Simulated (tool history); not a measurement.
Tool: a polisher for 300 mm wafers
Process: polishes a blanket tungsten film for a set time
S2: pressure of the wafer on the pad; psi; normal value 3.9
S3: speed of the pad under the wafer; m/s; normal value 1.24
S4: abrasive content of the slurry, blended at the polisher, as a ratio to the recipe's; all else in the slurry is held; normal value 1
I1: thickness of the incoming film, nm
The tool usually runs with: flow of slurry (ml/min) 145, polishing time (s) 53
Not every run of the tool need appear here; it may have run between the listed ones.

Run 1, hour 0: usual settings; I1 907.3. Result: film removed (nm) 278.7.
At hour 4.2: slurry nozzle cleaned.
Run 2, hour 12.5: usual settings; I1 899.6. Result: film removed (nm) 290.4.
Run 3, hour 20.7: usual settings; I1 890.5. Result: film removed (nm) 294.4.
At hour 27.6: worn pad replaced by a new one.
Run 4, hour 36.2: usual settings; I1 908.5. Result: film removed (nm) 292.5.
Run 5, hour 43.2: usual settings; I1 909.1. Result: film removed (nm) 285.5.
Run 6, hour 56.8: usual settings but flow of slurry (ml/min) 120; I1 897.1. Result: film removed (nm) 273.7.
Run 7, hour 69: usual settings but flow of slurry (ml/min) 120; I1 895. Result: film removed (nm) 282.7.
Run 8, hour 82.8: usual settings but flow of slurry (ml/min) 120; I1 922.5. Result: film removed (nm) 274.6.
Run 9, hour 99.4: usual settings; I1 909.3. Result: film removed (nm) 280.7.
At hour 102.2: slurry tank refilled with fresh slurry and peroxide.
Run 10, hour 105.9: usual settings but polishing time (s) 63; I1 914.2. Result: film removed (nm) 330.6.
Run 11, hour 115.3: usual settings but S4 0.85; I1 897.6. Result: film removed (nm) 260.1.
At hour 120.8: head pressure recalibrated.
Run 12, hour 129.3: usual settings but flow of slurry (ml/min) 185, polishing time (s) 39; I1 897.5. Result: film removed (nm) 210.5.
Run 13, hour 139.5: usual settings but flow of slurry (ml/min) 105, S2 3.4 psi, S4 1.25, polishing time (s) 64; I1 896.3. Result: film removed (nm) 310.7.
Run 14, hour 157.3: usual settings but S2 4.3 psi, S3 0.94 m/s, polishing time (s) 62; I1 908.7. Result: film removed (nm) 271.4.
Run 15, hour 169.3: usual settings but flow of slurry (ml/min) 100, S2 5.1 psi, S4 1.1, polishing time (s) 47; I1 920.8. Result: film removed (nm) 314.5.
Run 16, hour 184.7: usual settings; I1 903.9. Result: film removed (nm) 270.9.
At hour 190.1: worn pad replaced by a new one.
At hour 194.5: slurry tank refilled with fresh slurry and peroxide.
Run 17, hour 198.9: usual settings but S2 2.7 psi, S3 1.6 m/s, S4 0.9, polishing time (s) 64; I1 898.8. Result: film removed (nm) 288.3.
Run 18, hour 209.8: usual settings but S2 3.3 psi, S3 0.88 m/s; I1 922.7. Result: film removed (nm) 161.5.
Run 19, hour 219.6: usual settings but S2 3 psi; I1 920.5. Result: film removed (nm) 202.8.
Run 20, hour 237.2: usual settings but S3 1.06 m/s; I1 913.5. Result: film removed (nm) 228.
Run 21, hour 248.7: usual settings but S2 2.7 psi, S4 0.9; I1 905.1. Result: film removed (nm) 175.
Run 22, hour 261.2: usual settings; I1 908. Result: film removed (nm) 262.1.
At hour 279.7: slurry blender recalibrated.
Run 23, hour 280.2: usual settings; I1 906.7. Result: film removed (nm) 288.5.
Run 24, hour 300.8: usual settings; I1 914. Result: film removed (nm) 285.3.
At hour 309: slurry tank refilled with fresh slurry and peroxide.
Run 25, hour 311.3: usual settings; I1 909.4. Result: film removed (nm) 285.2.
At hour 319.5: worn pad replaced by a new one.
Run 26, hour 327.6: usual settings but flow of slurry (ml/min) 165, S3 1.54 m/s; I1 910.9. Result: film removed (nm) 350.7.
Run 27, hour 341.1: usual settings; I1 905.3. Result: film removed (nm) 279.9.

Below are 3 alternative next runs, each starting from the tool's condition after run 27. Predict each:
Run A, hour 341.5: usual settings but S4 0.8; I1 907.8. Result: film removed (nm) ?.
Run B, hour 341.5: usual settings but S2 2.9 psi; I1 907.8. Result: film removed (nm) ?.
Run C, hour 341.5: usual settings but S3 1.06 m/s, polishing time (s) 71; I1 907.8. Result: film removed (nm) ?.

run  film removed (nm)
  A              252.6
  B              207.3
  C              318.2
The same runs, with their run-to-run variation unchanged, on a tool lacking any hidden condition would have given:
run  film removed (nm)
  A              266.2
  B              218.6
  C              335.6
